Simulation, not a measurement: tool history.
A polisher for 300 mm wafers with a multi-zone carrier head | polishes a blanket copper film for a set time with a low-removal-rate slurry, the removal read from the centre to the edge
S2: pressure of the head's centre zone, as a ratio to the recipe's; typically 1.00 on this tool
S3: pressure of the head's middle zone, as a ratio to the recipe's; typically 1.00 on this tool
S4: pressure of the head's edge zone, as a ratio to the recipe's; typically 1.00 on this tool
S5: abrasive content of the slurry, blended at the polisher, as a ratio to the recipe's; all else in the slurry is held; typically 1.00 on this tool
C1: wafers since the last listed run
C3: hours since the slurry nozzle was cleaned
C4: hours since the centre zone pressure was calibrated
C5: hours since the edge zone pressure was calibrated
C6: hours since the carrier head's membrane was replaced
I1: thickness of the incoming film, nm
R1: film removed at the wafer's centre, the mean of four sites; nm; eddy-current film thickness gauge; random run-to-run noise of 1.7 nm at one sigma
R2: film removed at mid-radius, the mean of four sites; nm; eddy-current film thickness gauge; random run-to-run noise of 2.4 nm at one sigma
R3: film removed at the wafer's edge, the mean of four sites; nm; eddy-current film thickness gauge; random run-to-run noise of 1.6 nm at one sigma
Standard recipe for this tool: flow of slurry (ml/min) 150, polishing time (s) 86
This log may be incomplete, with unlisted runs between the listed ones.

Run 1, hour 0.0: usual settings but flow of slurry (ml/min) 170, polishing time (s) 115; C1 0; wafers polished on this pad 179; C3 660.8; C4 408.8; C5 307.8; C6 118.5; I1 601.1. Result: R1 229.0 nm, R2 253.7 nm, R3 255.4 nm.
At hour 6.7: edge zone pressure recalibrated.
Run 2, hour 31.6: usual settings but flow of slurry (ml/min) 105, polishing time (s) 100; C1 189; wafers polished on this pad 369; C3 692.4; C4 440.4; C5 24.9; C6 150.1; I1 610.5. Result: R1 180.4 nm, R2 199.5 nm, R3 213.7 nm.
Run 3, hour 44.8: usual settings but S5 1.25; C1 84; wafers polished on this pad 453; C3 705.6; C4 453.6; C5 38.1; C6 163.3; I1 598.8. Result: R1 172.1 nm, R2 194.8 nm, R3 195.5 nm.
Run 4, hour 64.7: usual settings but S2 0.96, S3 0.92, S4 1.09, polishing time (s) 78; C1 127; wafers polished on this pad 581; C3 725.5; C4 473.5; C5 58.0; C6 183.2; I1 598.7. Result: R1 147.6 nm, R2 153.6 nm, R3 178.5 nm.
At hour 75.3: slurry nozzle cleaned.
Run 5, hour 82.1: usual settings but S4 0.95; C1 105; wafers polished on this pad 686; C3 6.8; C4 490.9; C5 75.4; C6 200.6; I1 605.1. Result: R1 167.7 nm, R2 181.8 nm, R3 184.7 nm.
Run 6, hour 103.8: usual settings but polishing time (s) 114; C1 138; wafers polished on this pad 825; C3 28.5; C4 512.6; C5 97.1; C6 222.3; I1 599.3. Result: R1 224.3 nm, R2 246.5 nm, R3 247.2 nm.
At hour 114.5: centre zone pressure recalibrated.
Run 7, hour 127.7: usual settings but S2 0.97, polishing time (s) 59; C1 140; wafers polished on this pad 965; C3 52.4; C4 13.2; C5 121.0; C6 246.2; I1 602.5. Result: R1 120.4 nm, R2 125.4 nm, R3 129.2 nm.
At hour 140.5: worn pad replaced by a new one.
Run 8, hour 142.0: usual settings but S2 0.93, S5 1.25; C1 65; wafers polished on this pad 9; C3 66.7; C4 27.5; C5 135.3; C6 260.5; I1 586.5. Result: R1 175.9 nm, R2 190.2 nm, R3 195.4 nm.
Run 9, hour 160.0: usual settings but S5 1.20; C1 115; wafers polished on this pad 124; C3 84.7; C4 45.5; C5 153.3; C6 278.5; I1 604.1. Result: R1 185.3 nm, R2 189.1 nm, R3 195.0 nm.
Run 10, hour 174.6: usual settings but S2 1.11, S3 0.96, S4 0.92; C1 93; wafers polished on this pad 218; C3 99.3; C4 60.1; C5 167.9; C6 293.1; I1 605.1. Result: R1 192.5 nm, R2 182.1 nm, R3 185.4 nm.
Run 11, hour 198.2: usual settings; C1 151; wafers polished on this pad 369; C3 122.9; C4 83.7; C5 191.5; C6 316.7; I1 602.4. Result: R1 175.9 nm, R2 187.5 nm, R3 188.9 nm.
Run 12, hour 226.7: usual settings but S2 0.92, S5 1.25; C1 182; wafers polished on this pad 552; C3 151.4; C4 112.2; C5 220.0; C6 345.2; I1 609.4. Result: R1 169.1 nm, R2 189.6 nm, R3 194.6 nm.
Run 13, hour 245.3: usual settings but S5 0.85; C1 119; wafers polished on this pad 671; C3 170.0; C4 130.8; C5 238.6; C6 363.8; I1 602.1. Result: R1 169.9 nm, R2 185.2 nm, R3 185.2 nm.
Run 14, hour 267.1: usual settings but S2 0.91, S3 1.05; C1 139; wafers polished on this pad 810; C3 191.8; C4 152.6; C5 260.4; C6 385.6; I1 604.8. Result: R1 162.1 nm, R2 192.8 nm, R3 190.1 nm.
Run 15, hour 301.7: usual settings but S3 0.92; C1 221; wafers polished on this pad 1032; C3 226.4; C4 187.2; C5 295.0; C6 420.2; I1 592.3. Result: R1 172.3 nm, R2 170.8 nm, R3 188.6 nm.
Run 16, hour 317.3: usual settings but S2 1.05, S3 1.11, S4 0.89; C1 99; wafers polished on this pad 1132; C3 242.0; C4 202.8; C5 310.6; C6 435.8; I1 601.2. Result: R1 178.0 nm, R2 199.3 nm, R3 183.2 nm.
At hour 320.1: edge zone pressure recalibrated.
At hour 345.2: worn pad replaced by a new one.
Run 17, hour 345.7: usual settings; C1 143; wafers polished on this pad 3; C3 270.4; C4 231.2; C5 25.6; C6 464.2; I1 601.4. Result: R1 171.8 nm, R2 179.8 nm, R3 187.0 nm.
Run 18, hour 377.5: usual settings but polishing time (s) 70; C1 203; wafers polished on this pad 206; C3 302.2; C4 263.0; C5 57.4; C6 496.0; I1 592.7. Result: R1 140.2 nm, R2 151.6 nm, R3 154.4 nm.
Run 19, hour 390.9: usual settings; C1 85; wafers polished on this pad 292; C3 315.6; C4 276.4; C5 70.8; C6 509.4; I1 596.9. Result: R1 169.2 nm, R2 184.7 nm, R3 187.8 nm.
Run 20, hour 405.0: usual settings but S2 1.09, S3 0.90; C1 90; wafers polished on this pad 382; C3 329.7; C4 290.5; C5 84.9; C6 523.5; I1 601.5. Result: R1 182.3 nm, R2 168.4 nm, R3 191.6 nm.

Hidden state at the last listed run before each entry between runs and at the first one after, where it differs:
Logged between run 1 and run 2: edge zone pressure recalibrated (hour 6.7)
  deviation of the centre zone's pressure from its setpoint, %: -9.14 -> -9.29
  measured value less the no-hidden-state value, R1: -18.7 -> -15.0 nm
Logged between run 4 and run 5: slurry nozzle cleaned (hour 75.3)
  deviation of the centre zone's pressure from its setpoint, %: -9.41 -> -9.47
  measured value less the no-hidden-state value, R1: -12.5 -> -14.2 nm
Logged between run 6 and run 7: centre zone pressure recalibrated (hour 114.5)
  deviation of the centre zone's pressure from its setpoint, %: -9.53 -> -1.73
  measured value less the no-hidden-state value, R1: -19.3 -> -1.8 nm
Logged between run 7 and run 8: worn pad replaced by a new one (hour 140.5)
  deviation of the centre zone's pressure from its setpoint, %: -1.73 -> -2.39
  measured value less the no-hidden-state value, R1: -1.8 -> -3.6 nm
Logged between run 16 and run 17: edge zone pressure recalibrated (hour 320.1); worn pad replaced by a new one (hour 345.2)
  deviation of the centre zone's pressure from its setpoint, %: -7.23 -> -7.66
  measured value less the no-hidden-state value, R1: -11.3 -> -11.7 nm
